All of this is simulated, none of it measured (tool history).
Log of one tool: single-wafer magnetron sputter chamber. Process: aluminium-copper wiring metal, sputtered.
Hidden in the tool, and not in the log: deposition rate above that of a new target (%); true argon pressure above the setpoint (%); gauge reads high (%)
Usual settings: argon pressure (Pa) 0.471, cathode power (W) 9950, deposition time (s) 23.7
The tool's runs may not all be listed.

| run | hour | argon pressure (Pa) | cathode power (W) | deposition time (s) | wafers since the last listed run | wafers on the sputter target | hours since the last manometer calibration | hours since the magnet pack was replaced | hours since the gauge calibration | read-back reference wafer on the same gauge, thickness_nm | mean film thickness on the monitor wafer (angstrom) |
|---|---|---|---|---|---|---|---|---|---|---|---|
| 1 | 0.0 | 0.471 | 9950 | 23.7 | 0 | 104 | 814.1 | 9232.9 | 255.2 | 382.554 | 3681.91 |
| 2 | 80.6 | 0.471 | 9950 | 23.7 | 1683 | 1787 | 894.7 | 9313.5 | 335.8 | 382.706 | 3652.14 |
| 3 | 103.7 | 0.430 | 8800 | 23.7 | 482 | 2269 | 917.8 | 9336.6 | 358.9 | 383.125 | 3467.22 |
| 4 | 134.8 | 0.430 | 8800 | 23.7 | 649 | 2919 | 948.9 | 9367.7 | 390.0 | 383.201 | 3440.20 |
| 5 | 160.2 | 0.471 | 9250 | 23.7 | 530 | 3449 | 974.3 | 9393.1 | 415.4 | 383.126 | 3406.42 |
| 6 | 175.7 | 0.471 | 9250 | 23.7 | 323 | 3773 | 989.8 | 9408.6 | 430.9 | 382.673 | 3369.13 |
|  | 197.0 | capacitance manometer re-zeroed and calibrated |
| 7 | 210.9 | 0.471 | 9250 | 23.7 | 568 | 4341 | 13.9 | 9443.8 | 466.1 | 382.937 | 3519.99 |
| 8 | 242.9 | 0.471 | 9950 | 23.7 | 668 | 5009 | 45.9 | 9475.8 | 498.1 | 383.039 | 3686.63 |
| 9 | 260.7 | 0.471 | 9950 | 23.7 | 371 | 5381 | 63.7 | 9493.6 | 515.9 | 382.936 | 3687.27 |
|  | 286.2 | gauge calibrated |
| 10 | 287.5 | 0.471 | 9950 | 23.7 | 559 | 5941 | 90.5 | 9520.4 | 1.3 | 382.915 | 3685.41 |
| 11 | 321.1 | 0.471 | 9950 | 23.7 | 701 | 6642 | 124.1 | 9554.0 | 34.9 | 382.898 | 3655.78 |
|  | 348.4 | sputter target and shields replaced |
| 12 | 356.1 | 0.524 | 11350 | 28.0 | 563 | 161 | 159.1 | 9589.0 | 69.9 | 382.916 | 4717.82 |
| 13 | 407.0 | 0.645 | 8900 | 28.0 | 1062 | 1224 | 210.0 | 9639.9 | 120.8 | 382.396 | 3604.59 |
| 14 | 434.6 | 0.400 | 9200 | 26.0 | 576 | 1801 | 237.6 | 9667.5 | 148.4 | 382.986 | 4177.12 |
|  | 443.2 | magnet pack replaced |
| 15 | 452.2 | 0.619 | 9950 | 23.7 | 200 | 2001 | 255.2 | 9.0 | 166.0 | 382.889 | 3328.49 |
| 16 | 479.9 | 0.471 | 9950 | 23.7 | 578 | 2580 | 282.9 | 36.7 | 193.7 | 383.025 | 3716.74 |
| 17 | 492.5 | 0.296 | 12100 | 25.0 | 263 | 2843 | 295.5 | 49.3 | 206.3 | 383.432 | 5298.78 |

Run 18 comes next. What will it give?
| 18 | 507.4 | 0.471 | 9950 | 23.7 | 311 | 3154 | 310.4 | 64.2 | 221.2 | ? | ? |

read-back reference wafer on the same gauge, thickness_nm: 383.032
mean film thickness on the monitor wafer (angstrom): 3741.54
Without the tool's hidden state the same run would have given mean film thickness on the monitor wafer (angstrom) 3833.28.
